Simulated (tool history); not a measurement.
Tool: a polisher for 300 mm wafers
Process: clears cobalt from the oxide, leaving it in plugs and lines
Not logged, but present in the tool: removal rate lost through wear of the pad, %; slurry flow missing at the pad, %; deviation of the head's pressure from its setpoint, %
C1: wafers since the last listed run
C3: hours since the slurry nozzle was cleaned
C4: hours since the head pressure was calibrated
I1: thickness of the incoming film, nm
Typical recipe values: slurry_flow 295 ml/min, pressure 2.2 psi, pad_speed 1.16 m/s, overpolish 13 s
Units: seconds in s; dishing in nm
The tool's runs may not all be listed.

Run 1, hour 0: usual settings; C1 0; wafers polished on this pad 1900; C3 66.8; C4 207.2; I1 331.5. Result: seconds 48.7 s, dishing 56 nm.
Run 2, hour 27.8: usual settings; C1 256; wafers polished on this pad 2156; C3 94.6; C4 235; I1 332.7. Result: seconds 48.7 s, dishing 52.6 nm.
Run 3, hour 93.8: usual settings but slurry_flow 350 ml/min; C1 608; wafers polished on this pad 2764; C3 160.6; C4 301; I1 334.6. Result: seconds 48.3 s, dishing 53.5 nm.
Run 4, hour 129.2: usual settings but slurry_flow 350 ml/min; C1 326; wafers polished on this pad 3090; C3 196; C4 336.4; I1 332.5. Result: seconds 48.5 s, dishing 54.6 nm.
Run 5, hour 173.8: usual settings but slurry_flow 350 ml/min; C1 410; wafers polished on this pad 3501; C3 240.6; C4 381; I1 336.1. Result: seconds 50.4 s, dishing 54.3 nm.
At hour 215.7: head pressure recalibrated.
At hour 251.3: worn pad replaced by a new one.
Run 6, hour 251.8: usual settings but overpolish 16 s; C1 663; wafers polished on this pad 4; C3 318.6; C4 36.1; I1 335.9. Result: seconds 48.8 s, dishing 61.8 nm.
Run 7, hour 305.2: usual settings; C1 492; wafers polished on this pad 496; C3 372; C4 89.5; I1 331.1. Result: seconds 48.4 s, dishing 55.8 nm.
Run 8, hour 335.9: usual settings but overpolish 8 s; C1 282; wafers polished on this pad 779; C3 402.7; C4 120.2; I1 333.7. Result: seconds 49 s, dishing 38.2 nm.
Run 9, hour 364.2: usual settings but overpolish 8 s; C1 260; wafers polished on this pad 1040; C3 431; C4 148.5; I1 329. Result: seconds 48 s, dishing 38.5 nm.
Run 10, hour 431.5: usual settings but overpolish 8 s; C1 620; wafers polished on this pad 1660; C3 498.3; C4 215.8; I1 328.2. Result: seconds 48.3 s, dishing 38.9 nm.
Run 11, hour 496.2: usual settings but slurry_flow 395 ml/min, overpolish 17 s; C1 596; wafers polished on this pad 2256; C3 563; C4 280.5; I1 326.2. Result: seconds 47.3 s, dishing 62.5 nm.
Run 12, hour 531.6: usual settings; C1 326; wafers polished on this pad 2582; C3 598.4; C4 315.9; I1 333.7. Result: seconds 50.5 s, dishing 53.5 nm.
Run 13, hour 571.5: usual settings; C1 367; wafers polished on this pad 2950; C3 638.3; C4 355.8; I1 328.2. Result: seconds 49 s, dishing 53.5 nm.
Run 14, hour 612.4: usual settings but pad_speed 1.56 m/s, overpolish 20 s; C1 376; wafers polished on this pad 3326; C3 679.2; C4 396.7; I1 330.1. Result: seconds 36.4 s, dishing 76.8 nm.
At hour 646.4: slurry nozzle cleaned.
At hour 668.2: worn pad replaced by a new one.
At hour 687.2: head pressure recalibrated.
Run 15, hour 744.3: usual settings but slurry_flow 260 ml/min; C1 1150; wafers polished on this pad 682; C3 97.9; C4 57.1; I1 333.5. Result: seconds 48.9 s, dishing 53.5 nm.
Run 16, hour 804.9: usual settings but pressure 1.8 psi, overpolish 7 s; C1 558; wafers polished on this pad 1241; C3 158.5; C4 117.7; I1 329.4. Result: seconds 58.1 s, dishing 30.6 nm.
Run 17, hour 875.3: usual settings but pressure 1.4 psi; C1 648; wafers polished on this pad 1889; C3 228.9; C4 188.1; I1 333.8. Result: seconds 76 s, dishing 40.2 nm.
Run 18, hour 937: usual settings but pad_speed 1.38 m/s, overpolish 15 s; C1 568; wafers polished on this pad 2458; C3 290.6; C4 249.8; I1 332.2. Result: seconds 40.9 s, dishing 63.3 nm.
Run 19, hour 994.3: usual settings but pad_speed 1.46 m/s; C1 527; wafers polished on this pad 2986; C3 347.9; C4 307.1; I1 328.8. Result: seconds 38.8 s, dishing 59.4 nm.
Run 20, hour 1036: usual settings but slurry_flow 210 ml/min, pad_speed 0.82 m/s, overpolish 6 s; C1 384; wafers polished on this pad 3370; C3 389.6; C4 348.8; I1 330. Result: seconds 71.8 s, dishing 22.7 nm.
Run 21, hour 1098: usual settings but slurry_flow 210 ml/min, overpolish 11 s; C1 571; wafers polished on this pad 3941; C3 451.6; C4 410.8; I1 326.8. Result: seconds 50.2 s, dishing 47.3 nm.
At hour 1110.5: worn pad replaced by a new one.
Run 22, hour 1130.5: usual settings; C1 262; wafers polished on this pad 184; C3 484.1; C4 443.3; I1 333.3. Result: seconds 50.1 s, dishing 52.4 nm.
Run 23, hour 1188.5: usual settings; C1 534; wafers polished on this pad 719; C3 542.1; C4 501.3; I1 329.3. Result: seconds 50 s, dishing 51.3 nm.
At hour 1198.6: head pressure recalibrated.
Run 24, hour 1219.4: usual settings but pressure 2.9 psi; C1 266; wafers polished on this pad 985; C3 573; C4 20.8; I1 336.9. Result: seconds 37.1 s, dishing 61.2 nm.
At hour 1322.1: slurry nozzle cleaned.
Run 25, hour 1324.6: usual settings but overpolish 6 s; C1 960; wafers polished on this pad 1945; C3 2.5; C4 126; I1 327.2. Result: seconds 47.7 s, dishing 30.2 nm.
Run 26, hour 1364.6: usual settings; C1 368; wafers polished on this pad 2314; C3 42.5; C4 166; I1 334.5. Result: seconds 48.9 s, dishing 53.8 nm.
Run 27, hour 1405: usual settings but pressure 1.5 psi, pad_speed 0.88 m/s, overpolish 17 s; C1 372; wafers polished on this pad 2686; C3 82.9; C4 206.4; I1 324.7. Result: seconds 93.4 s, dishing 40.3 nm.
Run 28, hour 1449: usual settings but slurry_flow 385 ml/min, pressure 1.9 psi, pad_speed 1.3 m/s, overpolish 20 s; C1 405; wafers polished on this pad 3091; C3 126.9; C4 250.4; I1 327.8. Result: seconds 48.8 s, dishing 65 nm.
Run 29, hour 1494: usual settings but pad_speed 1.04 m/s; C1 414; wafers polished on this pad 3506; C3 171.9; C4 295.4; I1 328. Result: seconds 54.4 s, dishing 50.7 nm.
Run 30, hour 1563: usual settings but pressure 1.7 psi, overpolish 16 s; C1 635; wafers polished on this pad 4142; C3 240.9; C4 364.4; I1 324.6. Result: seconds 62.8 s, dishing 50.2 nm.
Run 31, hour 1631.9: usual settings but slurry_flow 335 ml/min, pressure 1.6 psi, pad_speed 1.4 m/s, overpolish 18 s; C1 634; wafers polished on this pad 4776; C3 309.8; C4 433.3; I1 331.4. Result: seconds 56.9 s, dishing 58.3 nm.
At hour 1660.7: worn pad replaced by a new one.
Run 32, hour 1690.2: usual settings but slurry_flow 395 ml/min, pressure 2.7 psi, pad_speed 0.94 m/s, overpolish 18 s; C1 500; wafers polished on this pad 271; C3 368.1; C4 491.6; I1 325.6. Result: seconds 49.9 s, dishing 63.3 nm.
Run 33, hour 1739.2: usual settings; C1 451; wafers polished on this pad 723; C3 417.1; C4 540.6; I1 324.9. Result: seconds 50.3 s, dishing 53.1 nm.
At hour 1753: head pressure recalibrated.
Run 34, hour 1767.9: usual settings but pressure 2.6 psi; C1 246; wafers polished on this pad 969; C3 445.8; C4 14.9; I1 327. Result: seconds 40 s, dishing 57.5 nm.

Results for each run, recomputed without the tool's hidden state and with each run's random variation untouched:
run  seconds  dishing
  1     48.2     56.3
  2     48.1       53
  3     47.4     54.1
  4     47.4     55.3
  5     48.9     55.3
  6     48.4       62
  7       48     56.1
  8     48.5     38.4
  9     47.5     38.9
 10     47.5     39.3
 11     46.3     63.2
 12     49.1     54.4
 13     47.5     54.6
 14       35     77.7
 15     49.1     53.4
 16     58.1     30.6
 17     75.8     40.3
 18     40.5     63.6
 19     38.2     59.8
 20     70.3     23.1
 21     48.7     48.2
 22     48.4     53.5
 23     47.7     52.8
 24     36.9     61.5
 25     47.3     30.5
 26     48.4     54.2
 27       92     40.7
 28     47.9     65.6
 29     53.1     51.5
 30     60.7     51.3
 31     54.4     59.7
 32     47.2     64.9
 33       47     55.2
 34     40.1     57.4

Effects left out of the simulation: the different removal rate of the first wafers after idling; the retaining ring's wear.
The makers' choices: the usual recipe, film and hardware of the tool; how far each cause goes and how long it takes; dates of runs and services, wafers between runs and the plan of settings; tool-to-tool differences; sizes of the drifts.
